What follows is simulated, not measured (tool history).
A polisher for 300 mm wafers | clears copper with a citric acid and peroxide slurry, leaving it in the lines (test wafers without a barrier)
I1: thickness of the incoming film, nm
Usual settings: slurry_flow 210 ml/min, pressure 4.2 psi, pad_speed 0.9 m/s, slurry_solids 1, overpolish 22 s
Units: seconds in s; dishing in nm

{"run": 1, "hour": 0.0, "slurry_flow": 210, "pressure": 4.2, "pad_speed": 0.9, "slurry_solids": 1, "overpolish": 22, "I1": 256.8, "seconds": 93, "dishing": 25.5}
{"run": 2, "hour": 36.8, "slurry_flow": 210, "pressure": 4.2, "pad_speed": 0.9, "slurry_solids": 1, "overpolish": 22, "I1": 258.8, "seconds": 93.1, "dishing": 24.7}
{"hour": 47.6, "done": "worn pad replaced by a new one"}
{"run": 3, "hour": 103.2, "slurry_flow": 210, "pressure": 4.2, "pad_speed": 0.9, "slurry_solids": 1, "overpolish": 22, "I1": 259.9, "seconds": 96.5, "dishing": 25.2}
{"run": 4, "hour": 155.9, "slurry_flow": 210, "pressure": 4.2, "pad_speed": 0.9, "slurry_solids": 1, "overpolish": 22, "I1": 264.2, "seconds": 99.3, "dishing": 25.4}
{"run": 5, "hour": 199.6, "slurry_flow": 210, "pressure": 4.2, "pad_speed": 0.9, "slurry_solids": 1, "overpolish": 22, "I1": 261.7, "seconds": 99.1, "dishing": 25.1}
{"hour": 243.4, "done": "slurry nozzle cleaned"}
{"run": 6, "hour": 246.6, "slurry_flow": 210, "pressure": 4.2, "pad_speed": 0.9, "slurry_solids": 1, "overpolish": 22, "I1": 257.4, "seconds": 97.2, "dishing": 25.4}
{"hour": 275.5, "done": "head pressure recalibrated"}
{"hour": 335.6, "done": "slurry blender recalibrated"}
{"run": 7, "hour": 395.8, "slurry_flow": 210, "pressure": 4.2, "pad_speed": 0.9, "slurry_solids": 1, "overpolish": 22, "I1": 256.3, "seconds": 93.4, "dishing": 25.4}
{"hour": 400.2, "done": "worn pad replaced by a new one"}
{"run": 8, "hour": 451.6, "slurry_flow": 210, "pressure": 4.2, "pad_speed": 0.9, "slurry_solids": 1, "overpolish": 13, "I1": 258.9, "seconds": 96.5, "dishing": 18.6}
{"run": 9, "hour": 511.2, "slurry_flow": 210, "pressure": 4.2, "pad_speed": 0.9, "slurry_solids": 1, "overpolish": 13, "I1": 264.6, "seconds": 99.4, "dishing": 18.4}
{"hour": 585.8, "done": "head pressure recalibrated"}
{"run": 10, "hour": 668.1, "slurry_flow": 210, "pressure": 4.2, "pad_speed": 0.9, "slurry_solids": 1, "overpolish": 22, "I1": 264.4, "seconds": 100.1, "dishing": 25.6}
{"hour": 674.6, "done": "slurry blender recalibrated"}
{"run": 11, "hour": 737.7, "slurry_flow": 210, "pressure": 4.2, "pad_speed": 0.9, "slurry_solids": 1, "overpolish": 22, "I1": 255.6, "seconds": 94.6, "dishing": 25.6}
{"hour": 762.7, "done": "worn pad replaced by a new one"}
{"hour": 776.9, "done": "slurry nozzle cleaned"}
{"run": 12, "hour": 790.3, "slurry_flow": 210, "pressure": 4.2, "pad_speed": 0.9, "slurry_solids": 1, "overpolish": 22, "I1": 259.6, "seconds": 97.6, "dishing": 25.4}
{"run": 13, "hour": 817.0, "slurry_flow": 275, "pressure": 4.2, "pad_speed": 0.9, "slurry_solids": 1, "overpolish": 18, "I1": 261.2, "seconds": 95.6, "dishing": 23.4}
{"run": 14, "hour": 875.2, "slurry_flow": 150, "pressure": 3.1, "pad_speed": 0.9, "slurry_solids": 1, "overpolish": 22, "I1": 265, "seconds": 121.4, "dishing": 22.8}
{"run": 15, "hour": 924.0, "slurry_flow": 210, "pressure": 5, "pad_speed": 0.9, "slurry_solids": 1.15, "overpolish": 22, "I1": 263.6, "seconds": 86.4, "dishing": 25.9}
{"hour": 938.0, "done": "head pressure recalibrated"}
{"run": 16, "hour": 950.7, "slurry_flow": 210, "pressure": 4.2, "pad_speed": 0.9, "slurry_solids": 1, "overpolish": 22, "I1": 257.8, "seconds": 97.1, "dishing": 25.8}
{"hour": 987.8, "done": "slurry blender recalibrated"}
{"run": 17, "hour": 992.5, "slurry_flow": 210, "pressure": 4.2, "pad_speed": 0.9, "slurry_solids": 0.7, "overpolish": 22, "I1": 261.4, "seconds": 99.9, "dishing": 25.5}
{"run": 18, "hour": 1056.1, "slurry_flow": 210, "pressure": 4.2, "pad_speed": 0.9, "slurry_solids": 1, "overpolish": 26, "I1": 259.7, "seconds": 97, "dishing": 27.3}
{"run": 19, "hour": 1108.6, "slurry_flow": 210, "pressure": 4.2, "pad_speed": 0.9, "slurry_solids": 1, "overpolish": 22, "I1": 261.1, "seconds": 97.2, "dishing": 26.2}
{"hour": 1124.9, "done": "worn pad replaced by a new one"}
{"run": 20, "hour": 1132.9, "slurry_flow": 210, "pressure": 4.2, "pad_speed": 0.9, "slurry_solids": 1, "overpolish": 22, "I1": 260.4, "seconds": 96.6, "dishing": 24.4}
{"run": 21, "hour": 1177.7, "slurry_flow": 160, "pressure": 5.4, "pad_speed": 1.02, "slurry_solids": 1, "overpolish": 16, "I1": 260.7, "seconds": 75.8, "dishing": 24}
{"run": 22, "hour": 1214.5, "slurry_flow": 190, "pressure": 3.6, "pad_speed": 0.9, "slurry_solids": 1.1, "overpolish": 27, "I1": 259.7, "seconds": 106.4, "dishing": 26.9}
{"run": 23, "hour": 1258.2, "slurry_flow": 265, "pressure": 4.8, "pad_speed": 0.9, "slurry_solids": 1, "overpolish": 34, "I1": 259.2, "seconds": 89.9, "dishing": 31.7}
{"hour": 1284.1, "done": "head pressure recalibrated"}
{"hour": 1318.6, "done": "slurry blender recalibrated"}
{"run": 24, "hour": 1319.1, "slurry_flow": 210, "pressure": 4.2, "pad_speed": 0.9, "slurry_solids": 1, "overpolish": 22, "I1": 258, "seconds": 92.8, "dishing": 26}
{"hour": 1334.5, "done": "slurry nozzle cleaned"}
{"run": 25, "hour": 1379.0, "slurry_flow": 210, "pressure": 4.2, "pad_speed": 0.9, "slurry_solids": 1.1, "overpolish": 22, "I1": 257.1, "seconds": 91.2, "dishing": 25.6}
{"run": 26, "hour": 1413.0, "slurry_flow": 170, "pressure": 4.2, "pad_speed": 0.9, "slurry_solids": 1, "overpolish": 29, "I1": 260.9, "seconds": 99.1, "dishing": 29.3}
{"hour": 1443.7, "done": "worn pad replaced by a new one"}
{"run": 27, "hour": 1444.2, "slurry_flow": 235, "pressure": 4.2, "pad_speed": 0.9, "slurry_solids": 1, "overpolish": 22, "I1": 263.6, "seconds": 97.1, "dishing": 26.1}
{"run": 28, "hour": 1482.0, "slurry_flow": 270, "pressure": 3.3, "pad_speed": 0.9, "slurry_solids": 1, "overpolish": 22, "I1": 254.3, "seconds": 108.8, "dishing": 23.4}
{"run": 29, "hour": 1540.8, "slurry_flow": 210, "pressure": 3.3, "pad_speed": 1.16, "slurry_solids": 1, "overpolish": 28, "I1": 261.6, "seconds": 87.3, "dishing": 29}

3 ways to go on from here, each from the tool as it stands after run 29. What would each give?
{"run": "A", "hour": 1541.3, "slurry_flow": 155, "pressure": 4.2, "pad_speed": 0.9, "slurry_solids": 1, "overpolish": 22, "I1": 259.7, "seconds": "?", "dishing": "?"}
{"run": "B", "hour": 1541.3, "slurry_flow": 210, "pressure": 4.2, "pad_speed": 1.12, "slurry_solids": 1, "overpolish": 22, "I1": 259.7, "seconds": "?", "dishing": "?"}
{"run": "C", "hour": 1541.3, "slurry_flow": 210, "pressure": 3.1, "pad_speed": 1.08, "slurry_solids": 0.9, "overpolish": 22, "I1": 259.7, "seconds": "?", "dishing": "?"}

run=A seconds=100.4 dishing=23.7
run=B seconds=79.2 dishing=26.5
run=C seconds=99.2 dishing=23.8
Without the tool's hidden state the same runs would have given:
run=A seconds=95.6 dishing=24.3
run=B seconds=75.3 dishing=27.1
run=C seconds=94.4 dishing=24.4

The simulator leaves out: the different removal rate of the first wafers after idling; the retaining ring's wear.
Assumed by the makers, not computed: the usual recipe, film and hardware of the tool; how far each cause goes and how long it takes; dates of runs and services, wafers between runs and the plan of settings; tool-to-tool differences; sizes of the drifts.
